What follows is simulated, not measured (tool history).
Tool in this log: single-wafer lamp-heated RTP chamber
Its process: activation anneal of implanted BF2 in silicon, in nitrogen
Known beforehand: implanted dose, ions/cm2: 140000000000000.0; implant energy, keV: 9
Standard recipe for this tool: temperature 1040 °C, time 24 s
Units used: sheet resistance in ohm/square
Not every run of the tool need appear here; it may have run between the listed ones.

run	hour	temperature	time	read-back reference wafer on the same gauge, sheet resistance	sheet resistance
1	0	1040	24	632.88	750.74
2	37.1	1040	24	633.59	751.01
3	78.5	1040	24	633.65	751.44
4	148.2	1040	13	632.68	770.02
5	214.2	1040	24	632.97	745.87
6	245	1040	24	633.12	744.1
# hour 290: pyrometer window cleaned and pyrometer calibrated
7	290.5	1040	24	633.55	748.63
# hour 290.6: gauge calibrated
8	318.7	1040	29	633.4	741.16
9	363.3	1040	24	633.35	747.79
10	415	1040	24	632.94	746.91
11	444.6	1040	10	633.22	773.97
12	503.9	1053	19	632.35	743.23
# hour 548.9: reflector plate cleaned
13	566.2	1050	30	633.05	731.67
# hour 575.8: pyrometer window cleaned and pyrometer calibrated
14	622.9	1013	17	632.82	774.15
15	649.9	1021	18	632.79	769.69
16	677.4	1040	24	632.93	751.56
17	711.8	1013	24	633.16	766.69
18	738.9	1040	24	633.15	750.1

What if the next run were any one of these 3? Each begins from the tool's condition after run 18:
A	739.3	1022	24	?	?
B	739.3	1019	24	?	?
C	739.3	1040	16	?	?

run	read-back reference wafer on the same gauge, sheet resistance	sheet resistance
A	633.65	760.88
B	633.65	762.42
C	633.65	763.51
Without the tool's unlogged condition, the same runs would have read:
run	sheet resistance
A	763.01
B	764.4
C	765.62
